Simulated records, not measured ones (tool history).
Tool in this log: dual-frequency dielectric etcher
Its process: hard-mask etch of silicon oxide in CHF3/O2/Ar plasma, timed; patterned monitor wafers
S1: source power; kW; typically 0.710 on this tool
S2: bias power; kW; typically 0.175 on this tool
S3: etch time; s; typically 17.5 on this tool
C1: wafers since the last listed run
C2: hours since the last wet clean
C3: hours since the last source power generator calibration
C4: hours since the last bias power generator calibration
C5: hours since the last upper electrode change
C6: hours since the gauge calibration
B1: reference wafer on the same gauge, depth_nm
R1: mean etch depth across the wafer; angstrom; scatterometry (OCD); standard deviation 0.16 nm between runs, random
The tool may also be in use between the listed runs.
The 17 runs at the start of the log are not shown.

{"run": 18, "hour": 468.7, "S1": 0.85, "S2": 0.164, "S3": 13.5, "C1": 71, "C2": 54.7, "C3": 5111.1, "C4": 221.2, "C5": 6.8, "C6": 40.5, "B1": 42.31, "R1": 297.6}
{"run": 19, "hour": 488.0, "S1": 0.71, "S2": 0.175, "S3": 17.5, "C1": 220, "C2": 74.0, "C3": 5130.4, "C4": 240.5, "C5": 26.1, "C6": 59.8, "B1": 42.26, "R1": 360.3}
{"hour": 501.1, "done": "source power generator calibrated"}
{"run": 20, "hour": 523.2, "S1": 0.81, "S2": 0.153, "S3": 17.5, "C1": 356, "C2": 109.2, "C3": 22.1, "C4": 275.7, "C5": 61.3, "C6": 95.0, "B1": 42.31, "R1": 364.4}
{"run": 21, "hour": 552.5, "S1": 0.71, "S2": 0.143, "S3": 17.5, "C1": 334, "C2": 138.5, "C3": 51.4, "C4": 305.0, "C5": 90.6, "C6": 124.3, "B1": 42.28, "R1": 336.5}
{"run": 22, "hour": 587.4, "S1": 0.71, "S2": 0.175, "S3": 17.5, "C1": 398, "C2": 173.4, "C3": 86.3, "C4": 339.9, "C5": 125.5, "C6": 159.2, "B1": 42.28, "R1": 352.3}
{"run": 23, "hour": 617.3, "S1": 0.76, "S2": 0.148, "S3": 20.5, "C1": 341, "C2": 203.3, "C3": 116.2, "C4": 369.8, "C5": 155.4, "C6": 189.1, "B1": 42.24, "R1": 410.0}
{"run": 24, "hour": 633.0, "S1": 0.81, "S2": 0.149, "S3": 20.0, "C1": 179, "C2": 219.0, "C3": 131.9, "C4": 385.5, "C5": 171.1, "C6": 204.8, "B1": 42.26, "R1": 408.6}
{"run": 25, "hour": 649.6, "S1": 0.71, "S2": 0.192, "S3": 17.5, "C1": 189, "C2": 235.6, "C3": 148.5, "C4": 402.1, "C5": 187.7, "C6": 221.4, "B1": 42.28, "R1": 356.7}
{"run": 26, "hour": 679.5, "S1": 0.71, "S2": 0.208, "S3": 17.5, "C1": 341, "C2": 265.5, "C3": 178.4, "C4": 432.0, "C5": 217.6, "C6": 251.3, "B1": 42.28, "R1": 366.0}
{"run": 27, "hour": 706.7, "S1": 0.71, "S2": 0.175, "S3": 17.5, "C1": 310, "C2": 292.7, "C3": 205.6, "C4": 459.2, "C5": 244.8, "C6": 278.5, "B1": 42.3, "R1": 348.3}
{"run": 28, "hour": 734.9, "S1": 0.6, "S2": 0.137, "S3": 17.5, "C1": 321, "C2": 320.9, "C3": 233.8, "C4": 487.4, "C5": 273.0, "C6": 306.7, "B1": 42.3, "R1": 303.9}
{"run": 29, "hour": 770.9, "S1": 0.71, "S2": 0.175, "S3": 17.5, "C1": 410, "C2": 356.9, "C3": 269.8, "C4": 523.4, "C5": 309.0, "C6": 342.7, "B1": 42.29, "R1": 345.7}
{"hour": 797.9, "done": "wet clean of the chamber"}
{"run": 30, "hour": 798.4, "S1": 0.61, "S2": 0.175, "S3": 19.0, "C1": 39, "C2": 0.5, "C3": 297.3, "C4": 550.9, "C5": 336.5, "C6": 370.2, "B1": 42.29, "R1": 366.8}
{"run": 31, "hour": 818.3, "S1": 0.54, "S2": 0.175, "S3": 17.5, "C1": 227, "C2": 20.4, "C3": 317.2, "C4": 570.8, "C5": 356.4, "C6": 390.1, "B1": 42.3, "R1": 323.7}

Here are 3 independent what-if runs from the current tool condition. What would each one return?
{"run": "A", "hour": 818.7, "S1": 0.71, "S2": 0.175, "S3": 17.5, "C1": 4, "C2": 20.8, "C3": 317.6, "C4": 571.2, "C5": 356.8, "C6": 390.5, "B1": "?", "R1": "?"}
{"run": "B", "hour": 818.7, "S1": 0.88, "S2": 0.207, "S3": 17.5, "C1": 4, "C2": 20.8, "C3": 317.6, "C4": 571.2, "C5": 356.8, "C6": 390.5, "B1": "?", "R1": "?"}
{"run": "C", "hour": 818.7, "S1": 0.71, "S2": 0.158, "S3": 16.0, "C1": 4, "C2": 20.8, "C3": 317.6, "C4": 571.2, "C5": 356.8, "C6": 390.5, "B1": "?", "R1": "?"}

run=A B1=42.28 R1=364.7
run=B B1=42.28 R1=418.3
run=C B1=42.28 R1=325.2
What these runs would have given with no unlogged condition in the tool:
run=A R1=363.4
run=B R1=416.7
run=C R1=324.0

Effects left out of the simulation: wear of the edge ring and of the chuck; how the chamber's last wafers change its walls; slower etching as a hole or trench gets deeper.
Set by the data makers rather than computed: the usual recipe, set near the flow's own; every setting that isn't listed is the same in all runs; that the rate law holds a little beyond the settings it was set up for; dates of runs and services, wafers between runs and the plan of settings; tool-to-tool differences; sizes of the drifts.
